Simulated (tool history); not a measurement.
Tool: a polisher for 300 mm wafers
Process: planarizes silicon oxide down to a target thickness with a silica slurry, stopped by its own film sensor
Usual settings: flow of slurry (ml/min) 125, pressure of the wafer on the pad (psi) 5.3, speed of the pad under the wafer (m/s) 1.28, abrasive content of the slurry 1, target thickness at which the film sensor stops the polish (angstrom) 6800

run    hour  flow of slurry (ml/min)  pressure of the wafer on the pad (psi)  speed of the pad under the wafer (m/s)  abrasive content of the slurry  target thickness at which the film sensor stops the polish (angstrom)  incoming thickness of the incoming film, nm  time until the film sensor stopped the polish (s)
  1       0                      125                                     5.3                                     1.5                               1                                                                   7260                                         1250                                              113.1
       44.4  -- worn pad replaced by a new one, repeated, since the last time left the tool worse
  2    67.4                      125                                     5.3                                     1.5                               1                                                                   7260                                       1254.4                                               93.9
  3   161.7                      125                                     5.3                                     1.5                               1                                                                   7260                                       1229.4                                               91.3
      175.3  -- head pressure recalibrated
        260  -- slurry nozzle cleaned
  4   265.6                      160                                     6.8                                    1.64                             0.8                                                                   6800                                       1252.3                                               82.7
      280.1  -- conditioning disc replaced and pad reconditioned
  5   307.3                      125                                     5.3                                    1.28                               1                                                                   6800                                       1217.6                                              111.3
  6   357.8                       85                                     5.3                                    1.64                               1                                                                   6800                                       1243.2                                              104.2
  7   465.5                      125                                     5.3                                    1.28                               1                                                                   6800                                       1249.3                                              119.4
  8   559.3                      100                                     5.3                                    1.28                               1                                                                   6800                                       1237.7                                              119.8
      566.6  -- slurry blender recalibrated
  9   604.5                      125                                     5.3                                    1.28                               1                                                                   5250                                         1225                                              148.3
      651.4  -- worn pad replaced by a new one
 10   698.1                      125                                     6.1                                    1.28                               1                                                                   6800                                       1250.9                                              100.1
      764.3  -- head pressure recalibrated
 11   816.9                      125                                     5.3                                    1.28                               1                                                                   5980                                       1221.3                                                128
 12   874.8                      125                                     6.2                                    1.48                               1                                                                   6800                                       1255.4                                               90.9
      925.7  -- conditioning disc replaced and pad reconditioned
 13   954.6                      125                                     4.1                                    1.28                               1                                                                   6800                                       1236.6                                              147.9
     1003.9  -- slurry nozzle cleaned
 14  1027.6                       85                                     4.3                                     1.7                               1                                                                   5610                                       1235.8                                              150.7
 15  1091.8                       95                                     5.3                                    1.28                               1                                                                   5850                                       1257.7                                              146.7
     1141.1  -- slurry blender recalibrated
 16  1150.1                      125                                     5.3                                    1.28                               1                                                                   6800                                       1216.2                                              113.1
     1257.9  -- worn pad replaced by a new one
 17  1258.4                      125                                     6.8                                    1.68                               1                                                                   6800                                         1248                                               71.9
 18  1337.1                      125                                     5.3                                    1.28                             0.9                                                                   6800                                       1245.9                                              120.7
     1345.8  -- head pressure recalibrated
 19  1387.9                      165                                     3.6                                    1.28                             1.2                                                                   7400                                       1238.8                                              132.9
 20  1480.4                      150                                     6.8                                    1.28                            0.85                                                                   6800                                       1247.6                                               93.9
 21  1584.9                      125                                     4.1                                     0.9                               1                                                                   6800                                       1245.1                                              194.7
     1650.9  -- conditioning disc replaced and pad reconditioned
     1666.6  -- slurry nozzle cleaned
 22  1691.6                      160                                     5.3                                    1.58                             0.9                                                                   6800                                       1237.2                                               99.8
 23    1747                      125                                     6.8                                    1.68                               1                                                                   6800                                       1242.8                                               74.3
 24  1814.6                      125                                     5.3                                    0.98                               1                                                                   5910                                       1241.5                                              166.9

5 ways to go on from here, each from the tool as it stands after run 24. What would each give?
  A  1815.1                       95                                     5.3                                    1.28                               1                                                                   6800                                       1245.6                                                  ?
  B  1815.1                      110                                     4.6                                    1.28                               1                                                                   6800                                       1245.6                                                  ?
  C  1815.1                      110                                     5.8                                    1.28                               1                                                                   5940                                       1245.6                                                  ?
  D  1815.1                      150                                     5.3                                    1.08                               1                                                                   6800                                       1245.6                                                  ?
  E  1815.1                      125                                     5.3                                    1.28                               1                                                                   7610                                       1245.6                                                  ?

run  time until the film sensor stopped the polish (s)
  A                                              125.2
  B                                                141
  C                                              128.9
  D                                                133
  E                                              102.9
Without the tool's hidden state the same runs would have given:
run  time until the film sensor stopped the polish (s)
  A                                              119.4
  B                                              134.4
  C                                              122.8
  D                                              126.8
  E                                               98.1
